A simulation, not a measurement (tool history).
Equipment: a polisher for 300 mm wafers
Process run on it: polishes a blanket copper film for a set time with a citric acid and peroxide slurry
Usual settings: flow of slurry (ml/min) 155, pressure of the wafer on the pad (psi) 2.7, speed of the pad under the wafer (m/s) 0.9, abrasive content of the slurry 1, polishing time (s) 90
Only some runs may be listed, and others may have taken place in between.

| run | hour | flow of slurry (ml/min) | pressure of the wafer on the pad (psi) | speed of the pad under the wafer (m/s) | abrasive content of the slurry | polishing time (s) | wafers since the last listed run | wafers polished on this pad | hours since the slurry nozzle was cleaned | hours since the head pressure was calibrated | hours since the slurry blender was calibrated | incoming thickness of the incoming film, nm | film removed (Å) |
|---|---|---|---|---|---|---|---|---|---|---|---|---|---|
| 1 | 0 | 185 | 2.7 | 0.9 | 1 | 90 | 0 | 39 | 377.8 | 262.7 | 195.9 | 979.9 | 1703 |
| 2 | 30.4 | 155 | 3 | 0.9 | 1 | 90 | 242 | 282 | 408.2 | 293.1 | 226.3 | 1009.7 | 1787 |
| 3 | 55.7 | 155 | 3 | 0.9 | 1 | 90 | 202 | 484 | 433.5 | 318.4 | 251.6 | 1006.6 | 1775 |
| 4 | 90 | 155 | 3 | 0.9 | 1 | 90 | 274 | 758 | 467.8 | 352.7 | 285.9 | 1007.7 | 1776 |
|  | 101.8 | head pressure recalibrated |
| 5 | 105 | 155 | 2.7 | 0.9 | 1 | 90 | 103 | 862 | 482.8 | 3.2 | 300.9 | 991 | 1599 |
|  | 152.5 | slurry blender recalibrated |
| 6 | 153 | 155 | 2.7 | 0.9 | 1 | 90 | 367 | 1230 | 530.8 | 51.2 | 0.5 | 996.5 | 1621 |
|  | 169.7 | worn pad replaced by a new one |
| 7 | 178 | 155 | 2.7 | 0.9 | 1 | 90 | 167 | 66 | 555.8 | 76.2 | 25.5 | 995.1 | 1603 |
| 8 | 191.8 | 155 | 2.7 | 0.9 | 1 | 74 | 110 | 176 | 569.6 | 90 | 39.3 | 1009.3 | 1355 |
| 9 | 218.3 | 155 | 2.7 | 0.9 | 1 | 74 | 211 | 388 | 596.1 | 116.5 | 65.8 | 1002.1 | 1317 |
| 10 | 251.5 | 155 | 2.7 | 0.9 | 1 | 74 | 265 | 653 | 629.3 | 149.7 | 99 | 1015.7 | 1349 |
| 11 | 276 | 155 | 2.7 | 0.9 | 1 | 90 | 195 | 849 | 653.8 | 174.2 | 123.5 | 991.7 | 1656 |
| 12 | 298.8 | 155 | 2.7 | 0.9 | 1 | 90 | 182 | 1031 | 676.6 | 197 | 146.3 | 994.9 | 1606 |
|  | 317.7 | worn pad replaced by a new one |
| 13 | 319 | 155 | 2.7 | 0.9 | 1 | 90 | 129 | 10 | 696.8 | 217.2 | 166.5 | 986 | 1613 |
|  | 337.9 | slurry nozzle cleaned |
| 14 | 349.8 | 155 | 2.7 | 0.74 | 1 | 90 | 238 | 248 | 11.9 | 248 | 197.3 | 999.1 | 1606 |
| 15 | 372.5 | 155 | 2.7 | 0.9 | 1 | 120 | 181 | 429 | 34.6 | 270.7 | 220 | 1003.7 | 2379 |
| 16 | 399 | 155 | 2.7 | 0.9 | 1 | 90 | 211 | 641 | 61.1 | 297.2 | 246.5 | 986 | 1768 |
| 17 | 431.4 | 155 | 2 | 0.9 | 1 | 90 | 258 | 900 | 93.5 | 329.6 | 278.9 | 1016.3 | 1413 |
| 18 | 448.9 | 155 | 2.1 | 1 | 1 | 81 | 139 | 1040 | 111 | 347.1 | 296.4 | 1021.3 | 1422 |
|  | 462.1 | worn pad replaced by a new one |
| 19 | 474.6 | 155 | 1.8 | 1.1 | 1.15 | 61 | 173 | 100 | 136.7 | 372.8 | 322.1 | 1006.3 | 1015 |
|  | 481.1 | head pressure recalibrated |
|  | 506.1 | slurry blender recalibrated |
| 20 | 507.7 | 155 | 2.7 | 0.9 | 1 | 90 | 232 | 332 | 169.8 | 26.6 | 1.6 | 1013.5 | 1724 |
| 21 | 556.7 | 155 | 2.7 | 0.9 | 1 | 90 | 391 | 724 | 218.8 | 75.6 | 50.6 | 1003 | 1709 |
| 22 | 588.3 | 110 | 2.7 | 0.9 | 1.2 | 63 | 252 | 976 | 250.4 | 107.2 | 82.2 | 999.7 | 1175 |
|  | 611.3 | worn pad replaced by a new one |
| 23 | 623.2 | 155 | 2.7 | 0.7 | 1 | 74 | 246 | 94 | 285.3 | 142.1 | 117.1 | 996.9 | 1164 |
| 24 | 641.1 | 115 | 3.1 | 0.68 | 1 | 90 | 143 | 237 | 303.2 | 160 | 135 | 993.8 | 1527 |
| 25 | 656.1 | 155 | 2.7 | 0.9 | 1 | 90 | 119 | 357 | 318.2 | 175 | 150 | 982.7 | 1661 |
| 26 | 672.1 | 155 | 3.2 | 0.9 | 0.75 | 109 | 127 | 485 | 334.2 | 191 | 166 | 996.3 | 2149 |
| 27 | 685.9 | 185 | 2.7 | 0.9 | 1 | 90 | 110 | 595 | 348 | 204.8 | 179.8 | 1000.4 | 1727 |
| 28 | 721 | 175 | 1.8 | 0.9 | 0.9 | 102 | 280 | 876 | 383.1 | 239.9 | 214.9 | 1000.2 | 1342 |
| 29 | 735.7 | 110 | 2.7 | 0.9 | 1.2 | 63 | 117 | 993 | 397.8 | 254.6 | 229.6 | 1003.9 | 1140 |

Consider 5 possible next runs. They are alternatives, not a sequence: every one starts from the tool as it was left by run 29. What does each give?
| A | 736.2 | 155 | 2.7 | 0.9 | 1 | 77 | 3 | 997 | 398.3 | 255.1 | 230.1 | 1000.3 | ? |
| B | 736.2 | 155 | 2.7 | 0.9 | 1.1 | 120 | 3 | 997 | 398.3 | 255.1 | 230.1 | 1000.3 | ? |
| C | 736.2 | 155 | 3.1 | 0.82 | 0.8 | 90 | 3 | 997 | 398.3 | 255.1 | 230.1 | 1000.3 | ? |
| D | 736.2 | 155 | 3.1 | 0.9 | 1 | 90 | 3 | 997 | 398.3 | 255.1 | 230.1 | 1000.3 | ? |
| E | 736.2 | 155 | 3 | 0.7 | 1.25 | 109 | 3 | 997 | 398.3 | 255.1 | 230.1 | 1000.3 | ? |

| run | film removed (Å) |
|---|---|
| A | 1410 |
| B | 2265 |
| C | 1613 |
| D | 1843 |
| E | 1996 |
Had the tool no hidden state, the same runs would have come out as:
| run | film removed (Å) |
|---|---|
| A | 1515 |
| B | 2433 |
| C | 1733 |
| D | 1979 |
| E | 2145 |
